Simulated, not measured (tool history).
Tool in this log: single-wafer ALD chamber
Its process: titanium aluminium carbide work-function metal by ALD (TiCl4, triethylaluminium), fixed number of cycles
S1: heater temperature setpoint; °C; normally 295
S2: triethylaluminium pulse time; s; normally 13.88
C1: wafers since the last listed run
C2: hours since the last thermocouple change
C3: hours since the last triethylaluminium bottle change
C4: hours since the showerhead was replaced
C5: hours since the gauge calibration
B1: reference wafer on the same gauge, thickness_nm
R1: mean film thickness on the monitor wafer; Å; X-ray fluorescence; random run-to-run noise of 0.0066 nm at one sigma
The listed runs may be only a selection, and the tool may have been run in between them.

{"run": 1, "day": 0.0, "S1": 295, "S2": 13.88, "C1": 0, "C2": 894.3, "C3": 450.4, "C4": 3369.3, "C5": 1312.7, "B1": 1.522, "R1": 17.09}
{"run": 2, "day": 1.35, "S1": 295, "S2": 13.88, "C1": 223, "C2": 926.7, "C3": 482.8, "C4": 3401.7, "C5": 1345.1, "B1": 1.518, "R1": 17.13}
{"run": 3, "day": 2.671, "S1": 295, "S2": 13.88, "C1": 218, "C2": 958.4, "C3": 514.5, "C4": 3433.4, "C5": 1376.8, "B1": 1.519, "R1": 17.1}
{"day": 3.483, "done": "showerhead replaced, of another model than before"}
{"run": 4, "day": 3.846, "S1": 286, "S2": 13.88, "C1": 139, "C2": 986.6, "C3": 542.7, "C4": 8.7, "C5": 1405, "B1": 1.518, "R1": 16.67}
{"run": 5, "day": 4.804, "S1": 286, "S2": 13.88, "C1": 158, "C2": 1009.6, "C3": 565.7, "C4": 31.7, "C5": 1428, "B1": 1.521, "R1": 16.45}
{"run": 6, "day": 5.767, "S1": 286, "S2": 13.88, "C1": 159, "C2": 1032.7, "C3": 588.8, "C4": 54.8, "C5": 1451.1, "B1": 1.523, "R1": 16.54}
{"run": 7, "day": 6.454, "S1": 295, "S2": 13.88, "C1": 113, "C2": 1049.2, "C3": 605.3, "C4": 71.3, "C5": 1467.6, "B1": 1.521, "R1": 17.19}
{"run": 8, "day": 7.242, "S1": 301, "S2": 13.88, "C1": 130, "C2": 1068.1, "C3": 624.2, "C4": 90.2, "C5": 1486.5, "B1": 1.519, "R1": 17.67}
{"run": 9, "day": 8.429, "S1": 295, "S2": 13.88, "C1": 196, "C2": 1096.6, "C3": 652.7, "C4": 118.7, "C5": 1515, "B1": 1.519, "R1": 17.2}
{"day": 9.162, "done": "triethylaluminium bottle replaced"}
{"run": 10, "day": 9.433, "S1": 295, "S2": 13.88, "C1": 110, "C2": 1120.7, "C3": 6.5, "C4": 142.8, "C5": 1539.1, "B1": 1.521, "R1": 17.32}
{"run": 11, "day": 10.838, "S1": 302, "S2": 16.24, "C1": 232, "C2": 1154.4, "C3": 40.2, "C4": 176.5, "C5": 1572.8, "B1": 1.52, "R1": 17.98}
{"run": 12, "day": 11.75, "S1": 295, "S2": 13.88, "C1": 150, "C2": 1176.3, "C3": 62.1, "C4": 198.4, "C5": 1594.7, "B1": 1.518, "R1": 17.29}
{"run": 13, "day": 12.779, "S1": 304, "S2": 17.89, "C1": 170, "C2": 1201, "C3": 86.8, "C4": 223.1, "C5": 1619.4, "B1": 1.522, "R1": 18.19}
{"day": 13.175, "done": "gauge calibrated"}
{"run": 14, "day": 14.1, "S1": 283, "S2": 10.52, "C1": 218, "C2": 1232.7, "C3": 118.5, "C4": 254.8, "C5": 22.2, "B1": 1.518, "R1": 16.2}
{"run": 15, "day": 14.842, "S1": 301, "S2": 11.86, "C1": 122, "C2": 1250.5, "C3": 136.3, "C4": 272.6, "C5": 40, "B1": 1.521, "R1": 17.66}
{"run": 16, "day": 15.35, "S1": 295, "S2": 10.75, "C1": 84, "C2": 1262.7, "C3": 148.5, "C4": 284.8, "C5": 52.2, "B1": 1.522, "R1": 17.1}
{"run": 17, "day": 16.829, "S1": 286, "S2": 17.26, "C1": 244, "C2": 1298.2, "C3": 184, "C4": 320.3, "C5": 87.7, "B1": 1.523, "R1": 16.74}
{"run": 18, "day": 19.642, "S1": 295, "S2": 13.88, "C1": 465, "C2": 1365.7, "C3": 251.5, "C4": 387.8, "C5": 155.2, "B1": 1.518, "R1": 17.22}
{"run": 19, "day": 20.883, "S1": 308, "S2": 15.97, "C1": 205, "C2": 1395.5, "C3": 281.3, "C4": 417.6, "C5": 185, "B1": 1.521, "R1": 18.41}
{"run": 20, "day": 22.129, "S1": 295, "S2": 12.31, "C1": 205, "C2": 1425.4, "C3": 311.2, "C4": 447.5, "C5": 214.9, "B1": 1.52, "R1": 17.15}
{"run": 21, "day": 23.088, "S1": 281, "S2": 8.6, "C1": 158, "C2": 1448.4, "C3": 334.2, "C4": 470.5, "C5": 237.9, "B1": 1.52, "R1": 15.61}
{"day": 23.879, "done": "thermocouple changed; heater temperature recalibrated"}
{"run": 22, "day": 23.9, "S1": 290, "S2": 19.13, "C1": 79, "C2": 0.5, "C3": 353.7, "C4": 490, "C5": 257.4, "B1": 1.52, "R1": 16.98}
{"run": 23, "day": 24.858, "S1": 307, "S2": 15.95, "C1": 158, "C2": 23.5, "C3": 376.7, "C4": 513, "C5": 280.4, "B1": 1.519, "R1": 18.23}
{"run": 24, "day": 26.25, "S1": 303, "S2": 17.21, "C1": 230, "C2": 56.9, "C3": 410.1, "C4": 546.4, "C5": 313.8, "B1": 1.522, "R1": 17.95}
{"run": 25, "day": 27.021, "S1": 295, "S2": 13.88, "C1": 127, "C2": 75.4, "C3": 428.6, "C4": 564.9, "C5": 332.3, "B1": 1.52, "R1": 17.23}
{"run": 26, "day": 28.292, "S1": 305, "S2": 13.88, "C1": 210, "C2": 105.9, "C3": 459.1, "C4": 595.4, "C5": 362.8, "B1": 1.518, "R1": 17.96}
{"run": 27, "day": 29.454, "S1": 295, "S2": 13.88, "C1": 192, "C2": 133.8, "C3": 487, "C4": 623.3, "C5": 390.7, "B1": 1.519, "R1": 17.24}
{"run": 28, "day": 30.304, "S1": 295, "S2": 16.89, "C1": 140, "C2": 154.2, "C3": 507.4, "C4": 643.7, "C5": 411.1, "B1": 1.521, "R1": 17.28}
{"run": 29, "day": 31.762, "S1": 302, "S2": 13.88, "C1": 241, "C2": 189.2, "C3": 542.4, "C4": 678.7, "C5": 446.1, "B1": 1.521, "R1": 17.72}
{"run": 30, "day": 33.196, "S1": 295, "S2": 18.44, "C1": 236, "C2": 223.6, "C3": 576.8, "C4": 713.1, "C5": 480.5, "B1": 1.521, "R1": 17.37}
{"run": 31, "day": 35.775, "S1": 283, "S2": 10.46, "C1": 426, "C2": 285.5, "C3": 638.7, "C4": 775, "C5": 542.4, "B1": 1.519, "R1": 15.87}
{"run": 32, "day": 36.867, "S1": 295, "S2": 17.74, "C1": 180, "C2": 311.7, "C3": 664.9, "C4": 801.2, "C5": 568.6, "B1": 1.519, "R1": 17.23}

Run-by-run hidden state of the tool:
wafer temperature above the value expected at the setpoint (K): 0 across all the runs
gauge reads high (%): 0 across all the runs
H1: triethylaluminium dose above that of a fresh bottle (%)
run=1 H1=-18.7
run=2 H1=-20
run=3 H1=-21.3
run=4 H1=-22.5
run=5 H1=-23.4
run=6 H1=-24.3
run=7 H1=-25
run=8 H1=-25.8
run=9 H1=-27
run=10 H1=-4.78
run=11 H1=-6.16
run=12 H1=-7.05
run=13 H1=-8.06
run=14 H1=-9.35
run=15 H1=-10.1
run=16 H1=-10.6
run=17 H1=-12
run=18 H1=-14.8
run=19 H1=-16
run=20 H1=-17.2
run=21 H1=-18.1
run=22 H1=-18.9
run=23 H1=-19.9
run=24 H1=-21.2
run=25 H1=-22
run=26 H1=-23.2
run=27 H1=-24.4
run=28 H1=-25.2
run=29 H1=-26.6
run=30 H1=-28
run=31 H1=-30.6
run=32 H1=-31.6
